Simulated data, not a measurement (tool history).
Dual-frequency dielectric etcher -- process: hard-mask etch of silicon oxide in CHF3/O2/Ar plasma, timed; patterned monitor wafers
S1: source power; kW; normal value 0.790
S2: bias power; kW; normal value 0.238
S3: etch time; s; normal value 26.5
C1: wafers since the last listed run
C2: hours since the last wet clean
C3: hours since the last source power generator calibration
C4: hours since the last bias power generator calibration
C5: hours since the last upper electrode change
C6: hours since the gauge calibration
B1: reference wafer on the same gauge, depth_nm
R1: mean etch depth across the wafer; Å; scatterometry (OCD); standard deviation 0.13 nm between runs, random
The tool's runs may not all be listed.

Run 1, hour 0.0: usual settings; C1 0; C2 379.3; C3 3482.9; C4 4638.0; C5 4688.2; C6 582.7; B1 62.1. Result: R1 636 Å.
Run 2, hour 75.5: usual settings but S3 22.5 s; C1 941; C2 454.8; C3 3558.4; C4 4713.5; C5 4763.7; C6 658.2; B1 62.1. Result: R1 538 Å.
Run 3, hour 90.7: usual settings but S3 22.5 s; C1 189; C2 470.0; C3 3573.6; C4 4728.7; C5 4778.9; C6 673.4; B1 62.1. Result: R1 538 Å.
At hour 116.8: wet clean of the chamber.
Run 4, hour 117.3: usual settings; C1 32; C2 0.5; C3 3600.2; C4 4755.3; C5 4805.5; C6 700.0; B1 62.1. Result: R1 634 Å.
Run 5, hour 142.1: usual settings; C1 309; C2 25.3; C3 3625.0; C4 4780.1; C5 4830.3; C6 724.8; B1 62.1. Result: R1 635 Å.
Run 6, hour 156.1: usual settings; C1 174; C2 39.3; C3 3639.0; C4 4794.1; C5 4844.3; C6 738.8; B1 62.1. Result: R1 636 Å.
Run 7, hour 171.0: usual settings; C1 185; C2 54.2; C3 3653.9; C4 4809.0; C5 4859.2; C6 753.7; B1 62.1. Result: R1 634 Å.
At hour 188.5: gauge calibrated.
Run 8, hour 190.6: usual settings; C1 244; C2 73.8; C3 3673.5; C4 4828.6; C5 4878.8; C6 2.1; B1 62.1. Result: R1 636 Å.
Run 9, hour 211.3: usual settings; C1 258; C2 94.5; C3 3694.2; C4 4849.3; C5 4899.5; C6 22.8; B1 62.1. Result: R1 634 Å.
Run 10, hour 224.8: usual settings; C1 168; C2 108.0; C3 3707.7; C4 4862.8; C5 4913.0; C6 36.3; B1 62.1. Result: R1 635 Å.
Run 11, hour 243.8: usual settings; C1 236; C2 127.0; C3 3726.7; C4 4881.8; C5 4932.0; C6 55.3; B1 62.1. Result: R1 636 Å.
Run 12, hour 261.2: usual settings but S2 0.183 kW, S3 29.0 s; C1 217; C2 144.4; C3 3744.1; C4 4899.2; C5 4949.4; C6 72.7; B1 62.1. Result: R1 635 Å.
Run 13, hour 305.9: usual settings; C1 557; C2 189.1; C3 3788.8; C4 4943.9; C5 4994.1; C6 117.4; B1 62.1. Result: R1 634 Å.
At hour 324.1: bias power generator calibrated.
Run 14, hour 339.0: usual settings; C1 362; C2 222.2; C3 3821.9; C4 14.9; C5 5027.2; C6 150.5; B1 62.1. Result: R1 637 Å.
Run 15, hour 371.7: usual settings but S1 0.920 kW, S2 0.255 kW; C1 407; C2 254.9; C3 3854.6; C4 47.6; C5 5059.9; C6 183.2; B1 62.1. Result: R1 688 Å.
Run 16, hour 389.6: usual settings but S1 0.920 kW, S2 0.219 kW; C1 223; C2 272.8; C3 3872.5; C4 65.5; C5 5077.8; C6 201.1; B1 62.1. Result: R1 654 Å.
Run 17, hour 425.4: usual settings but S2 0.219 kW; C1 446; C2 308.6; C3 3908.3; C4 101.3; C5 5113.6; C6 236.9; B1 62.1. Result: R1 616 Å.
Run 18, hour 451.0: usual settings but S1 0.920 kW, S2 0.255 kW; C1 319; C2 334.2; C3 3933.9; C4 126.9; C5 5139.2; C6 262.5; B1 62.1. Result: R1 689 Å.
At hour 487.1: upper electrode replaced.
Run 19, hour 487.6: usual settings but S1 0.600 kW, S2 0.220 kW, S3 20.5 s; C1 157; C2 370.8; C3 3970.5; C4 163.5; C5 0.5; C6 299.1; B1 62.1. Result: R1 430 Å.
At hour 499.2: source power generator calibrated.
Run 20, hour 504.9: usual settings but S2 0.196 kW; C1 165; C2 388.1; C3 5.7; C4 180.8; C5 17.8; C6 316.4; B1 62.1. Result: R1 593 Å.
Run 21, hour 519.5: usual settings but S1 0.610 kW, S3 19.5 s; C1 182; C2 402.7; C3 20.3; C4 195.4; C5 32.4; C6 331.0; B1 62.1. Result: R1 423 Å.
At hour 555.8: wet clean of the chamber.
Run 22, hour 556.3: usual settings but S1 0.620 kW, S2 0.297 kW; C1 159; C2 0.5; C3 57.1; C4 232.2; C5 69.2; C6 367.8; B1 62.1. Result: R1 626 Å.
Run 23, hour 568.9: usual settings; C1 157; C2 13.1; C3 69.7; C4 244.8; C5 81.8; C6 380.4; B1 62.1. Result: R1 635 Å.
Run 24, hour 590.0: usual settings but S3 22.0 s; C1 263; C2 34.2; C3 90.8; C4 265.9; C5 102.9; C6 401.5; B1 62.1. Result: R1 527 Å.
Run 25, hour 621.5: usual settings but S1 0.940 kW, S2 0.217 kW, S3 29.0 s; C1 392; C2 65.7; C3 122.3; C4 297.4; C5 134.4; C6 433.0; B1 62.1. Result: R1 718 Å.
Run 26, hour 668.3: usual settings but S1 0.720 kW, S2 0.257 kW, S3 19.0 s; C1 583; C2 112.5; C3 169.1; C4 344.2; C5 181.2; C6 479.8; B1 62.1. Result: R1 450 Å.
Run 27, hour 682.6: usual settings; C1 178; C2 126.8; C3 183.4; C4 358.5; C5 195.5; C6 494.1; B1 62.1. Result: R1 634 Å.
Run 28, hour 699.0: usual settings but S1 0.870 kW, S2 0.257 kW; C1 204; C2 143.2; C3 199.8; C4 374.9; C5 211.9; C6 510.5; B1 62.1. Result: R1 675 Å.
Run 29, hour 725.8: usual settings but S1 0.610 kW, S2 0.259 kW, S3 33.5 s; C1 334; C2 170.0; C3 226.6; C4 401.7; C5 238.7; C6 537.3; B1 62.1. Result: R1 750 Å.
Run 30, hour 759.5: usual settings but S1 0.970 kW, S2 0.273 kW; C1 420; C2 203.7; C3 260.3; C4 435.4; C5 272.4; C6 571.0; B1 62.1. Result: R1 718 Å.

Exercise: give the hidden state of the tool at every run:
etch rate over this chamber's usual, %: 0 in every run
source power that arrives over what is set, %: 0 in every run
bias power that arrives over what is set, %: 0 in every run
gauge reads high (%): 0 in every run
